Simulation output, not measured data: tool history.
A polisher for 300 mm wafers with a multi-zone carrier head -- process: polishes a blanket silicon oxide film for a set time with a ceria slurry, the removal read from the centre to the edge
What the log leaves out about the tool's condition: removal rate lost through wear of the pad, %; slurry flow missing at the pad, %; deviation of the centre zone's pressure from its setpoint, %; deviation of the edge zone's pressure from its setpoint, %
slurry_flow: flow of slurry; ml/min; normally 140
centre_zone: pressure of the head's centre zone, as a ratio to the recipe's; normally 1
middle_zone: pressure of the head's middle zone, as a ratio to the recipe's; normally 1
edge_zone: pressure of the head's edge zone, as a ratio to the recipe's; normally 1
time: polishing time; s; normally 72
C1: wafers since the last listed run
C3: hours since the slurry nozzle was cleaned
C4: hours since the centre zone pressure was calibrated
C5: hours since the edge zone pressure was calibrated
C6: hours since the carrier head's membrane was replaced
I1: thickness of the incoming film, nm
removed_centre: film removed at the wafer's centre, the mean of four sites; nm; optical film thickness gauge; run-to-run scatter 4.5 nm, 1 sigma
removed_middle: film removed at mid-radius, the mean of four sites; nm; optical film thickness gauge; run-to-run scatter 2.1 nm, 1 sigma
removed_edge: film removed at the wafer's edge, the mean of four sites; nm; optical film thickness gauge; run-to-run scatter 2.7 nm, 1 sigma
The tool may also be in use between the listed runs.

run 1 hour=0 | slurry_flow=140 centre_zone=1 middle_zone=1 edge_zone=1 time=72 | C1=0 wafers_polished_on_this_pad=1427 C3=156 C4=37.7 C5=538.8 C6=644.2 | I1=1725.8 | removed_centre=287.7 removed_middle=281.9 removed_edge=276.8
-- hour=43.7 worn pad replaced by a new one
run 2 hour=53.6 | slurry_flow=170 centre_zone=1.05 middle_zone=1 edge_zone=1 time=72 | C1=468 wafers_polished_on_this_pad=93 C3=209.6 C4=91.3 C5=592.4 C6=697.8 | I1=1737.6 | removed_centre=330 removed_middle=299.7 removed_edge=291.3
run 3 hour=78.7 | slurry_flow=170 centre_zone=1.05 middle_zone=1 edge_zone=1 time=72 | C1=237 wafers_polished_on_this_pad=331 C3=234.7 C4=116.4 C5=617.5 C6=722.9 | I1=1763.5 | removed_centre=318 removed_middle=302.3 removed_edge=293.7
run 4 hour=128 | slurry_flow=140 centre_zone=1 middle_zone=1 edge_zone=1 time=72 | C1=465 wafers_polished_on_this_pad=797 C3=284 C4=165.7 C5=666.8 C6=772.2 | I1=1750.1 | removed_centre=285.3 removed_middle=285 removed_edge=280.8
run 5 hour=157.8 | slurry_flow=140 centre_zone=1 middle_zone=1 edge_zone=1 time=72 | C1=281 wafers_polished_on_this_pad=1078 C3=313.8 C4=195.5 C5=696.6 C6=802 | I1=1738.1 | removed_centre=289.4 removed_middle=286.6 removed_edge=278.8
-- hour=259 worn pad replaced by a new one
run 6 hour=326.2 | slurry_flow=140 centre_zone=1 middle_zone=1 edge_zone=1 time=72 | C1=1553 wafers_polished_on_this_pad=635 C3=482.2 C4=363.9 C5=865 C6=970.4 | I1=1740.2 | removed_centre=303.9 removed_middle=298.3 removed_edge=292.5
run 7 hour=392.2 | slurry_flow=140 centre_zone=1 middle_zone=1 edge_zone=1 time=72 | C1=623 wafers_polished_on_this_pad=1259 C3=548.2 C4=429.9 C5=931 C6=1036.4 | I1=1705 | removed_centre=287.2 removed_middle=287.8 removed_edge=281.1
-- hour=454.4 worn pad replaced by a new one, of another model than before
run 8 hour=454.9 | slurry_flow=140 centre_zone=1 middle_zone=1 edge_zone=1 time=72 | C1=554 wafers_polished_on_this_pad=4 C3=610.9 C4=492.6 C5=993.7 C6=1099.1 | I1=1714.8 | removed_centre=290.3 removed_middle=291.7 removed_edge=284.7
run 9 hour=476.9 | slurry_flow=140 centre_zone=1 middle_zone=1 edge_zone=1 time=72 | C1=207 wafers_polished_on_this_pad=212 C3=632.9 C4=514.6 C5=1015.7 C6=1121.1 | I1=1730.6 | removed_centre=293.7 removed_middle=291.4 removed_edge=289.5
-- hour=484.4 centre zone pressure recalibrated
run 10 hour=525.7 | slurry_flow=140 centre_zone=1 middle_zone=1 edge_zone=1 time=72 | C1=442 wafers_polished_on_this_pad=655 C3=681.7 C4=41.3 C5=1064.5 C6=1169.9 | I1=1726.9 | removed_centre=287.1 removed_middle=287 removed_edge=282
run 11 hour=558.5 | slurry_flow=140 centre_zone=1.08 middle_zone=0.89 edge_zone=1 time=72 | C1=309 wafers_polished_on_this_pad=965 C3=714.5 C4=74.1 C5=1097.3 C6=1202.7 | I1=1753 | removed_centre=310.9 removed_middle=258.9 removed_edge=279.7
run 12 hour=602.3 | slurry_flow=140 centre_zone=1 middle_zone=1 edge_zone=1 time=72 | C1=413 wafers_polished_on_this_pad=1379 C3=758.3 C4=117.9 C5=1141.1 C6=1246.5 | I1=1711.1 | removed_centre=274 removed_middle=274.9 removed_edge=274.1
run 13 hour=647.8 | slurry_flow=125 centre_zone=1 middle_zone=1 edge_zone=1.04 time=72 | C1=430 wafers_polished_on_this_pad=1809 C3=803.8 C4=163.4 C5=1186.6 C6=1292 | I1=1717.5 | removed_centre=259.2 removed_middle=259.8 removed_edge=266.2
-- hour=678.8 worn pad replaced by a new one
run 14 hour=711 | slurry_flow=140 centre_zone=1 middle_zone=1 edge_zone=1 time=72 | C1=559 wafers_polished_on_this_pad=304 C3=867 C4=226.6 C5=1249.8 C6=1355.2 | I1=1754.8 | removed_centre=299.2 removed_middle=293.3 removed_edge=293.5
-- hour=772.2 carrier head's membrane replaced by a new one
-- hour=781.6 edge zone pressure recalibrated
run 15 hour=782.1 | slurry_flow=140 centre_zone=1 middle_zone=1 edge_zone=1 time=72 | C1=605 wafers_polished_on_this_pad=909 C3=938.1 C4=297.7 C5=0.5 C6=9.9 | I1=1744.7 | removed_centre=289.1 removed_middle=287.7 removed_edge=285.5
-- hour=812.8 slurry nozzle cleaned
run 16 hour=825.3 | slurry_flow=155 centre_zone=1.1 middle_zone=1 edge_zone=1 time=72 | C1=398 wafers_polished_on_this_pad=1308 C3=12.5 C4=340.9 C5=43.7 C6=53.1 | I1=1729.3 | removed_centre=311.2 removed_middle=286.2 removed_edge=285
run 17 hour=862.3 | slurry_flow=140 centre_zone=1 middle_zone=0.93 edge_zone=1 time=72 | C1=349 wafers_polished_on_this_pad=1658 C3=49.5 C4=377.9 C5=80.7 C6=90.1 | I1=1706.7 | removed_centre=277.6 removed_middle=259 removed_edge=267.9
-- hour=875.6 worn pad replaced by a new one
run 18 hour=930.2 | slurry_flow=140 centre_zone=1 middle_zone=1 edge_zone=1 time=72 | C1=603 wafers_polished_on_this_pad=516 C3=117.4 C4=445.8 C5=148.6 C6=158 | I1=1733.4 | removed_centre=295.2 removed_middle=293.2 removed_edge=286.2
run 19 hour=966.8 | slurry_flow=160 centre_zone=1.1 middle_zone=1.06 edge_zone=1.07 time=72 | C1=345 wafers_polished_on_this_pad=862 C3=154 C4=482.4 C5=185.2 C6=194.6 | I1=1736.2 | removed_centre=331.4 removed_middle=309.6 removed_edge=295.6

Run 20, settings as shown, results not yet in. Your forecast:
-- hour=978.7 centre zone pressure recalibrated
run 20 hour=1016.1 | slurry_flow=140 centre_zone=0.9 middle_zone=1.09 edge_zone=1 time=58 | C1=447 wafers_polished_on_this_pad=1309 C3=203.3 C4=37.4 C5=234.5 C6=243.9 | I1=1734.6 | removed_centre=? removed_middle=? removed_edge=?

removed_centre: 208.9 nm
removed_middle: 242.3 nm
removed_edge: 217.6 nm
Had the tool carried no hidden state, the very same run would have given removed_centre 223 nm, removed_middle 258.6 nm, removed_edge 232.3 nm.
